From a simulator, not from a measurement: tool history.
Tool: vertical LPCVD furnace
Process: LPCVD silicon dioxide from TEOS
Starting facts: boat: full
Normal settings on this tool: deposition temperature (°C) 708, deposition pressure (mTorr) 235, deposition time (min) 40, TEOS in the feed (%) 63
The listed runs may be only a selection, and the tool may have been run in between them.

run	day	deposition temperature (°C)	deposition pressure (mTorr)	deposition time (min)	TEOS in the feed (%)	read-back reference wafer on the same gauge, thickness	film thickness on the monitor wafer in the middle of the boat (angstrom)
1	0	708	260	40	68	270.15	3513.4
2	0.675	708	260	40	68	270.14	3512.9
3	1.892	708	235	50.5	63	270	4077.8
4	2.746	708	235	50.5	63	270.06	4063.1
5	4.079	708	235	50.5	63	270.01	4089.3
6	5.7	702	235	40	63	269.83	2807.8
7	6.438	702	235	40	63	269.89	2808.6
8	10.479	702	235	40	63	269.87	2848.7
9	12.979	708	235	40	63	270.08	3251.3
10	13.779	708	235	40	63	269.99	3234.3
# day 14.842: gauge calibrated
# day 15.171: TEOS flow controller replaced
11	15.192	708	235	40	63	270.12	3248.5
12	15.904	708	235	52.5	63	269.88	4265.8
13	17.283	708	235	52.5	63	270.02	4264.3
# day 18.329: pressure gauge zeroed
14	18.608	708	235	34.5	63	270.06	2803.7
# day 19.683: thermocouples replaced and temperature profile calibrated
15	20.033	708	235	46	63	269.94	3419.1
16	21.146	708	235	40	63	269.82	2970.8
17	21.838	702	280	40	63	269.88	2806.2
18	23.125	698	235	40	63	269.83	2352.2
19	23.875	708	235	26.5	63	270	1963.6
20	24.617	697	190	56	60	270.07	2831.6
21	25.175	708	235	40	63	269.96	2973.7
22	26.433	708	205	47	63	269.95	3255.1
23	27.275	708	235	40	63	269.91	2977.2
24	27.967	708	235	40	63	269.81	2973.3
25	31.046	713	215	46.5	63	269.97	3723.6
26	32.217	718	235	40	63	269.99	3739.3
27	33.629	708	235	40	63	270.07	2979.8
28	34.129	698	290	35.5	63	269.87	2338.9

Forecast each of these 3 alternatives for the next run:
A	34.342	708	235	40	63	?	?
B	34.342	708	235	34.5	53	?	?
C	34.342	697	235	40	63	?	?

run	read-back reference wafer on the same gauge, thickness	film thickness on the monitor wafer in the middle of the boat (angstrom)
A	269.8	2982.8
B	269.8	2359.6
C	269.8	2313
Had the tool no hidden state, the same runs would have come out as:
run	film thickness on the monitor wafer in the middle of the boat (angstrom)
A	2955
B	2337.6
C	2290.9
